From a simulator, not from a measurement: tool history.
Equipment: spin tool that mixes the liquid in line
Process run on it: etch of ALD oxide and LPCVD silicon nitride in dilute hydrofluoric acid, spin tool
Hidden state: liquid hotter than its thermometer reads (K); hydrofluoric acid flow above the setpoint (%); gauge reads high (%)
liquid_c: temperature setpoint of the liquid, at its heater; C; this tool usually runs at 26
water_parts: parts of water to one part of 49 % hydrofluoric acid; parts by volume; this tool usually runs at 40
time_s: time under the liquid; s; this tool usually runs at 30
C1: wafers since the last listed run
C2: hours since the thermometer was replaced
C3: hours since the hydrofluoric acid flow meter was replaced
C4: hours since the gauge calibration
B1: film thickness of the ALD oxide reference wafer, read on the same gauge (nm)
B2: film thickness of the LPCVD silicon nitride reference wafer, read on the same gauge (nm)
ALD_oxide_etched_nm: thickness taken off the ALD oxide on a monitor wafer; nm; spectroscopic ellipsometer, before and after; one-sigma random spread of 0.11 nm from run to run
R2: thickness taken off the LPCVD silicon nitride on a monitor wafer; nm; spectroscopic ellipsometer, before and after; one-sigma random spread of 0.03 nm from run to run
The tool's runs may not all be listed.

run 1 hour=0 | liquid_c=23 water_parts=40 time_s=30 | C1=0 C2=905.4 C3=1518.2 C4=115.1 | B1=90.01 B2=119.999 | ALD_oxide_etched_nm=29.96 R2=0.456
run 2 hour=6.2 | liquid_c=26 water_parts=40 time_s=30 | C1=66 C2=911.6 C3=1524.4 C4=121.3 | B1=89.99 B2=119.972 | ALD_oxide_etched_nm=33.66 R2=0.613
run 3 hour=21.2 | liquid_c=26 water_parts=40 time_s=30 | C1=160 C2=926.6 C3=1539.4 C4=136.3 | B1=89.98 B2=120.005 | ALD_oxide_etched_nm=33.83 R2=0.549
run 4 hour=27.6 | liquid_c=26 water_parts=40 time_s=30 | C1=68 C2=933 C3=1545.8 C4=142.7 | B1=89.97 B2=120.04 | ALD_oxide_etched_nm=33.81 R2=0.562
run 5 hour=34.5 | liquid_c=26 water_parts=40 time_s=30 | C1=73 C2=939.9 C3=1552.7 C4=149.6 | B1=90 B2=120 | ALD_oxide_etched_nm=33.89 R2=0.515
run 6 hour=42.7 | liquid_c=26 water_parts=40 time_s=30 | C1=87 C2=948.1 C3=1560.9 C4=157.8 | B1=89.97 B2=120.019 | ALD_oxide_etched_nm=33.96 R2=0.575
run 7 hour=51.6 | liquid_c=26 water_parts=40 time_s=30 | C1=95 C2=957 C3=1569.8 C4=166.7 | B1=90.02 B2=119.98 | ALD_oxide_etched_nm=33.79 R2=0.589
-- hour=54.4 hydrofluoric acid flow meter replaced
run 8 hour=61.9 | liquid_c=26 water_parts=40 time_s=30 | C1=99 C2=967.3 C3=7.5 C4=177 | B1=89.98 B2=120.005 | ALD_oxide_etched_nm=30.41 R2=0.509
run 9 hour=79.1 | liquid_c=26 water_parts=40 time_s=30 | C1=184 C2=984.5 C3=24.7 C4=194.2 | B1=90.03 B2=119.99 | ALD_oxide_etched_nm=30.4 R2=0.514
run 10 hour=85.7 | liquid_c=26 water_parts=40 time_s=30 | C1=70 C2=991.1 C3=31.3 C4=200.8 | B1=90.01 B2=119.972 | ALD_oxide_etched_nm=30.48 R2=0.477
run 11 hour=99.5 | liquid_c=27.5 water_parts=50 time_s=40 | C1=147 C2=1004.9 C3=45.1 C4=214.6 | B1=89.99 B2=120.009 | ALD_oxide_etched_nm=33.87 R2=0.632
run 12 hour=109.4 | liquid_c=22.5 water_parts=40 time_s=45 | C1=106 C2=1014.8 C3=55 C4=224.5 | B1=90 B2=120.006 | ALD_oxide_etched_nm=39.7 R2=0.542
run 13 hour=122.8 | liquid_c=28.5 water_parts=40 time_s=40 | C1=143 C2=1028.2 C3=68.4 C4=237.9 | B1=90 B2=120.006 | ALD_oxide_etched_nm=44.92 R2=0.825
run 14 hour=139.9 | liquid_c=27.5 water_parts=25 time_s=15 | C1=183 C2=1045.3 C3=85.5 C4=255 | B1=90.01 B2=120.008 | ALD_oxide_etched_nm=26.77 R2=0.416
run 15 hour=151.2 | liquid_c=28 water_parts=40 time_s=30 | C1=121 C2=1056.6 C3=96.8 C4=266.3 | B1=89.99 B2=120.016 | ALD_oxide_etched_nm=33.28 R2=0.661
run 16 hour=166.1 | liquid_c=26 water_parts=25 time_s=40 | C1=159 C2=1071.5 C3=111.7 C4=281.2 | B1=89.98 B2=119.994 | ALD_oxide_etched_nm=67.01 R2=1.035
run 17 hour=173.9 | liquid_c=26 water_parts=40 time_s=30 | C1=83 C2=1079.3 C3=119.5 C4=289 | B1=90.04 B2=120.006 | ALD_oxide_etched_nm=30.89 R2=0.424
-- hour=177.4 thermometer replaced
run 18 hour=186.9 | liquid_c=31 water_parts=45 time_s=30 | C1=128 C2=9.5 C3=132.5 C4=302 | B1=90.01 B2=120.003 | ALD_oxide_etched_nm=30.21 R2=0.464
-- hour=187.2 gauge calibrated
run 19 hour=202.4 | liquid_c=26 water_parts=40 time_s=30 | C1=166 C2=25 C3=148 C4=15.2 | B1=89.99 B2=120.003 | ALD_oxide_etched_nm=27.92 R2=0.432
run 20 hour=212.2 | liquid_c=23.5 water_parts=30 time_s=45 | C1=104 C2=34.8 C3=157.8 C4=25 | B1=89.99 B2=119.989 | ALD_oxide_etched_nm=51.63 R2=0.715
run 21 hour=228.5 | liquid_c=28.5 water_parts=40 time_s=30 | C1=174 C2=51.1 C3=174.1 C4=41.3 | B1=89.97 B2=119.949 | ALD_oxide_etched_nm=31.16 R2=0.508
run 22 hour=243.7 | liquid_c=26 water_parts=40 time_s=45 | C1=162 C2=66.3 C3=189.3 C4=56.5 | B1=89.96 B2=120.009 | ALD_oxide_etched_nm=42.52 R2=0.635
run 23 hour=261.1 | liquid_c=28.5 water_parts=50 time_s=40 | C1=186 C2=83.7 C3=206.7 C4=73.9 | B1=90.01 B2=120.009 | ALD_oxide_etched_nm=33.09 R2=0.572
run 24 hour=271.5 | liquid_c=27.5 water_parts=50 time_s=30 | C1=111 C2=94.1 C3=217.1 C4=84.3 | B1=90.01 B2=120.005 | ALD_oxide_etched_nm=23.88 R2=0.35
run 25 hour=279.3 | liquid_c=26 water_parts=40 time_s=30 | C1=83 C2=101.9 C3=224.9 C4=92.1 | B1=90 B2=119.971 | ALD_oxide_etched_nm=28.32 R2=0.408
run 26 hour=288.8 | liquid_c=24 water_parts=30 time_s=15 | C1=101 C2=111.4 C3=234.4 C4=101.6 | B1=90.03 B2=119.982 | ALD_oxide_etched_nm=17.63 R2=0.276

Difference, measured minus no-hidden-state, one row per run. Run-to-run variation is common to both terms; the gauge's own scatter need not be:
run=1 ALD_oxide_etched_nm=+6.2 R2=+0.113
run=2 ALD_oxide_etched_nm=+6.95 R2=+0.151
run=3 ALD_oxide_etched_nm=+7.06 R2=+0.137
run=4 ALD_oxide_etched_nm=+7.07 R2=+0.141
run=5 ALD_oxide_etched_nm=+7.13 R2=+0.129
run=6 ALD_oxide_etched_nm=+7.18 R2=+0.146
run=7 ALD_oxide_etched_nm=+7.18 R2=+0.15
run=8 ALD_oxide_etched_nm=+3.58 R2=+0.088
run=9 ALD_oxide_etched_nm=+3.66 R2=+0.091
run=10 ALD_oxide_etched_nm=+3.7 R2=+0.085
run=11 ALD_oxide_etched_nm=+4.13 R2=+0.112
run=12 ALD_oxide_etched_nm=+5.07 R2=+0.1
run=13 ALD_oxide_etched_nm=+5.64 R2=+0.15
run=14 ALD_oxide_etched_nm=+3.47 R2=+0.078
run=15 ALD_oxide_etched_nm=+4.34 R2=+0.124
run=16 ALD_oxide_etched_nm=+9.03 R2=+0.2
run=17 ALD_oxide_etched_nm=+4.18 R2=+0.082
run=18 ALD_oxide_etched_nm=+1.39 R2=+0.024
run=19 ALD_oxide_etched_nm=+1.38 R2=+0.025
run=20 ALD_oxide_etched_nm=+2.61 R2=+0.042
run=21 ALD_oxide_etched_nm=+1.66 R2=+0.031
run=22 ALD_oxide_etched_nm=+2.38 R2=+0.041
run=23 ALD_oxide_etched_nm=+1.97 R2=+0.04
run=24 ALD_oxide_etched_nm=+1.46 R2=+0.025
run=25 ALD_oxide_etched_nm=+1.77 R2=+0.03
run=26 ALD_oxide_etched_nm=+1.12 R2=+0.021

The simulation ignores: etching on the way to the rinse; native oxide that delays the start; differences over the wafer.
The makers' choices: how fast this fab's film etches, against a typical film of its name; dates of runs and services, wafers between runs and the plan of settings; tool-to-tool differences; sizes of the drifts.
